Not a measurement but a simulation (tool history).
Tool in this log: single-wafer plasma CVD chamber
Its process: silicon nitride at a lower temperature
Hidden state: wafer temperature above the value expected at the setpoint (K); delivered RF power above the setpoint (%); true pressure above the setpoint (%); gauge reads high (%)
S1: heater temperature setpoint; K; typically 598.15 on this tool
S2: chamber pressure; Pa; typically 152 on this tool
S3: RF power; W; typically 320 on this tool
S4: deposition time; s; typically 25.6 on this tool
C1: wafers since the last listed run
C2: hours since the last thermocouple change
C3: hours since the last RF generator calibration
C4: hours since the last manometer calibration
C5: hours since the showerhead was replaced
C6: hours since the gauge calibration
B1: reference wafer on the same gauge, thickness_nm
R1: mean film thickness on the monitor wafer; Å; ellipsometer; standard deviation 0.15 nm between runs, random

{"run": 1, "day": 0.0, "S1": 598.15, "S2": 152, "S3": 320, "S4": 25.6, "C1": 0, "C2": 734.8, "C3": 2131.2, "C4": 769.3, "C5": 5430.8, "C6": 188.9, "B1": 34.814, "R1": 288.61}
{"run": 2, "day": 1.038, "S1": 598.15, "S2": 152, "S3": 320, "S4": 25.6, "C1": 594, "C2": 759.7, "C3": 2156.1, "C4": 794.2, "C5": 5455.7, "C6": 213.8, "B1": 34.769, "R1": 288.2}
{"run": 3, "day": 2.258, "S1": 598.15, "S2": 152, "S3": 320, "S4": 25.6, "C1": 699, "C2": 789, "C3": 2185.4, "C4": 823.5, "C5": 5485, "C6": 243.1, "B1": 34.786, "R1": 284.86}
{"run": 4, "day": 3.467, "S1": 604.15, "S2": 152, "S3": 320, "S4": 25.6, "C1": 692, "C2": 818, "C3": 2214.4, "C4": 852.5, "C5": 5514, "C6": 272.1, "B1": 34.812, "R1": 289.69}
{"run": 5, "day": 4.075, "S1": 604.15, "S2": 152, "S3": 320, "S4": 25.6, "C1": 348, "C2": 832.6, "C3": 2229, "C4": 867.1, "C5": 5528.6, "C6": 286.7, "B1": 34.791, "R1": 286.5}
{"run": 6, "day": 5.158, "S1": 598.15, "S2": 152, "S3": 320, "S4": 25.6, "C1": 620, "C2": 858.6, "C3": 2255, "C4": 893.1, "C5": 5554.6, "C6": 312.7, "B1": 34.781, "R1": 284.22}
{"run": 7, "day": 6.346, "S1": 608.15, "S2": 152, "S3": 320, "S4": 25.6, "C1": 680, "C2": 887.1, "C3": 2283.5, "C4": 921.6, "C5": 5583.1, "C6": 341.2, "B1": 34.831, "R1": 282.78}
{"day": 10.25, "done": "capacitance manometer re-zeroed and calibrated"}
{"run": 8, "day": 10.338, "S1": 608.15, "S2": 152, "S3": 320, "S4": 25.6, "C1": 2095, "C2": 982.9, "C3": 2379.3, "C4": 2.1, "C5": 5678.9, "C6": 437, "B1": 34.778, "R1": 287.83}
{"run": 9, "day": 11.554, "S1": 608.15, "S2": 152, "S3": 320, "S4": 25.6, "C1": 696, "C2": 1012.1, "C3": 2408.5, "C4": 31.3, "C5": 5708.1, "C6": 466.2, "B1": 34.797, "R1": 286.09}
{"run": 10, "day": 12.604, "S1": 598.15, "S2": 152, "S3": 320, "S4": 25.6, "C1": 601, "C2": 1037.3, "C3": 2433.7, "C4": 56.5, "C5": 5733.3, "C6": 491.4, "B1": 34.81, "R1": 283.48}
{"day": 15.954, "done": "thermocouple changed; heater temperature recalibrated"}
{"day": 16.175, "done": "RF generator calibrated"}
{"run": 11, "day": 16.196, "S1": 598.15, "S2": 152, "S3": 320, "S4": 25.6, "C1": 1740, "C2": 5.8, "C3": 0.5, "C4": 142.7, "C5": 5819.5, "C6": 577.6, "B1": 34.767, "R1": 272.8}
{"run": 12, "day": 17.092, "S1": 598.15, "S2": 152, "S3": 320, "S4": 25.6, "C1": 513, "C2": 27.3, "C3": 22, "C4": 164.2, "C5": 5841, "C6": 599.1, "B1": 34.845, "R1": 270.1}
{"day": 17.571, "done": "gauge calibrated"}
{"run": 13, "day": 17.596, "S1": 598.15, "S2": 120, "S3": 280, "S4": 25.6, "C1": 288, "C2": 39.4, "C3": 34.1, "C4": 176.3, "C5": 5853.1, "C6": 0.6, "B1": 34.779, "R1": 228.32}
{"day": 18.542, "done": "showerhead replaced"}
{"run": 14, "day": 18.979, "S1": 598.15, "S2": 152, "S3": 320, "S4": 25.6, "C1": 601, "C2": 72.6, "C3": 67.3, "C4": 209.5, "C5": 10.5, "C6": 33.8, "B1": 34.774, "R1": 273.38}
{"run": 15, "day": 19.483, "S1": 598.15, "S2": 152, "S3": 320, "S4": 22.1, "C1": 288, "C2": 84.7, "C3": 79.4, "C4": 221.6, "C5": 22.6, "C6": 45.9, "B1": 34.749, "R1": 235.51}
{"run": 16, "day": 20.929, "S1": 588.15, "S2": 152, "S3": 280, "S4": 29.4, "C1": 828, "C2": 119.4, "C3": 114.1, "C4": 256.3, "C5": 57.3, "C6": 80.6, "B1": 34.757, "R1": 274.54}
{"day": 21.375, "done": "RF generator calibrated, repeated, since the last time left the tool worse"}
{"run": 17, "day": 22.229, "S1": 598.15, "S2": 165, "S3": 350, "S4": 28.5, "C1": 553, "C2": 150.6, "C3": 20.5, "C4": 287.5, "C5": 88.5, "C6": 111.8, "B1": 34.782, "R1": 366.4}
{"run": 18, "day": 23.367, "S1": 607.15, "S2": 128, "S3": 340, "S4": 23.7, "C1": 651, "C2": 177.9, "C3": 47.8, "C4": 314.8, "C5": 115.8, "C6": 139.1, "B1": 34.797, "R1": 279.86}
{"run": 19, "day": 24.029, "S1": 598.15, "S2": 152, "S3": 265, "S4": 27.1, "C1": 379, "C2": 193.8, "C3": 63.7, "C4": 330.7, "C5": 131.7, "C6": 155, "B1": 34.791, "R1": 264.01}
{"run": 20, "day": 25.296, "S1": 598.15, "S2": 152, "S3": 375, "S4": 21.9, "C1": 725, "C2": 224.2, "C3": 94.1, "C4": 361.1, "C5": 162.1, "C6": 185.4, "B1": 34.765, "R1": 291.98}

Run 21 is up next; what results do you expect?
{"run": 21, "day": 26.325, "S1": 598.15, "S2": 152, "S3": 370, "S4": 20.5, "C1": 589, "C2": 248.9, "C3": 118.8, "C4": 385.8, "C5": 186.8, "C6": 210.1, "B1": "?", "R1": "?"}

{"run 21": {"B1": 34.812, "R1": 272.32}}
Minus the tool's unlogged condition, the same run would have read R1 274.37 Å.
